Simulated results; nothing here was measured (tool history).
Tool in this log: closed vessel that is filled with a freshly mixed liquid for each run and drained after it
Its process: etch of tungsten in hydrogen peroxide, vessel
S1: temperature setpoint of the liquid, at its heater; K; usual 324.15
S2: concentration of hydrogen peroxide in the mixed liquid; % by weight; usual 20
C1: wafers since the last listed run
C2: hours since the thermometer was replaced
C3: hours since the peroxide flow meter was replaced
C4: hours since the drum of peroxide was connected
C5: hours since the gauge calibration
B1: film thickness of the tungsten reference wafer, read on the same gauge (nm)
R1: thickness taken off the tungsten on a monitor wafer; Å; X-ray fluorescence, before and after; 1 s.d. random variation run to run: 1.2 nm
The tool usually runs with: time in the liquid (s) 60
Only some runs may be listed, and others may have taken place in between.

run 1 hour=0 | S1=324.15 S2=20 time_in_the_liquid_(s)=35 | C1=0 C2=2148.6 C3=1083.1 C4=773.4 C5=836.1 | B1=48.52 | R1=999.2
run 2 hour=55.2 | S1=324.15 S2=20 time_in_the_liquid_(s)=35 | C1=4047 C2=2203.8 C3=1138.3 C4=828.6 C5=891.3 | B1=48.41 | R1=1014.6
run 3 hour=84.2 | S1=331.65 S2=20 time_in_the_liquid_(s)=60 | C1=2126 C2=2232.8 C3=1167.3 C4=857.6 C5=920.3 | B1=48.35 | R1=2696.2
run 4 hour=125.9 | S1=331.65 S2=20 time_in_the_liquid_(s)=60 | C1=3057 C2=2274.5 C3=1209 C4=899.3 C5=962 | B1=48.25 | R1=2695.5
-- hour=140.2 peroxide flow meter replaced
run 5 hour=166.7 | S1=324.15 S2=20 time_in_the_liquid_(s)=60 | C1=2918 C2=2315.3 C3=26.5 C4=940.1 C5=1002.8 | B1=48.18 | R1=1737.1
run 6 hour=196.3 | S1=324.15 S2=20 time_in_the_liquid_(s)=60 | C1=2170 C2=2344.9 C3=56.1 C4=969.7 C5=1032.4 | B1=48.13 | R1=1745
-- hour=202.3 gauge calibrated
run 7 hour=230.9 | S1=324.15 S2=20 time_in_the_liquid_(s)=60 | C1=2536 C2=2379.5 C3=90.7 C4=1004.3 C5=28.6 | B1=50.03 | R1=1789.3
run 8 hour=261.4 | S1=324.15 S2=20 time_in_the_liquid_(s)=60 | C1=2236 C2=2410 C3=121.2 C4=1034.8 C5=59.1 | B1=49.95 | R1=1798.5
run 9 hour=315.2 | S1=324.15 S2=20 time_in_the_liquid_(s)=60 | C1=3944 C2=2463.8 C3=175 C4=1088.6 C5=112.9 | B1=49.85 | R1=1785.3
run 10 hour=342.6 | S1=332.15 S2=20 time_in_the_liquid_(s)=60 | C1=2009 C2=2491.2 C3=202.4 C4=1116 C5=140.3 | B1=49.74 | R1=2906.6
-- hour=357.1 new drum of peroxide connected
run 11 hour=394 | S1=324.15 S2=14.5 time_in_the_liquid_(s)=60 | C1=3695 C2=2542.6 C3=253.8 C4=36.9 C5=191.7 | B1=49.68 | R1=1523
run 12 hour=430.2 | S1=324.15 S2=20 time_in_the_liquid_(s)=60 | C1=2654 C2=2578.8 C3=290 C4=73.1 C5=227.9 | B1=49.58 | R1=1787.3
-- hour=434.2 thermometer replaced
run 13 hour=477.1 | S1=324.15 S2=20 time_in_the_liquid_(s)=35 | C1=3365 C2=42.9 C3=336.9 C4=120 C5=274.8 | B1=49.49 | R1=1030.3
run 14 hour=522.3 | S1=324.15 S2=20 time_in_the_liquid_(s)=85 | C1=3314 C2=88.1 C3=382.1 C4=165.2 C5=320 | B1=49.43 | R1=2543
run 15 hour=556.9 | S1=318.15 S2=20 time_in_the_liquid_(s)=60 | C1=2536 C2=122.7 C3=416.7 C4=199.8 C5=354.6 | B1=49.33 | R1=1226.4
run 16 hour=582.1 | S1=324.15 S2=20 time_in_the_liquid_(s)=60 | C1=1847 C2=147.9 C3=441.9 C4=225 C5=379.8 | B1=49.31 | R1=1783.5
run 17 hour=625.4 | S1=321.15 S2=25 time_in_the_liquid_(s)=90 | C1=3174 C2=191.2 C3=485.2 C4=268.3 C5=423.1 | B1=49.21 | R1=2476.5
run 18 hour=666.3 | S1=329.65 S2=20 time_in_the_liquid_(s)=30 | C1=2998 C2=232.1 C3=526.1 C4=309.2 C5=464 | B1=49.16 | R1=1219.3
run 19 hour=704 | S1=324.15 S2=20 time_in_the_liquid_(s)=60 | C1=2764 C2=269.8 C3=563.8 C4=346.9 C5=501.7 | B1=49.08 | R1=1767.5

Run 20 comes next. What will it give?
run 20 hour=763.3 | S1=331.15 S2=24 time_in_the_liquid_(s)=95 | C1=4348 C2=329.1 C3=623.1 C4=406.2 C5=561 | B1=? | R1=?

Logged for run 20: B1 49, R1 4596.3 Å.
On a tool with no hidden condition, and with the same random variation, this run would have come out at R1 4695.4 Å.

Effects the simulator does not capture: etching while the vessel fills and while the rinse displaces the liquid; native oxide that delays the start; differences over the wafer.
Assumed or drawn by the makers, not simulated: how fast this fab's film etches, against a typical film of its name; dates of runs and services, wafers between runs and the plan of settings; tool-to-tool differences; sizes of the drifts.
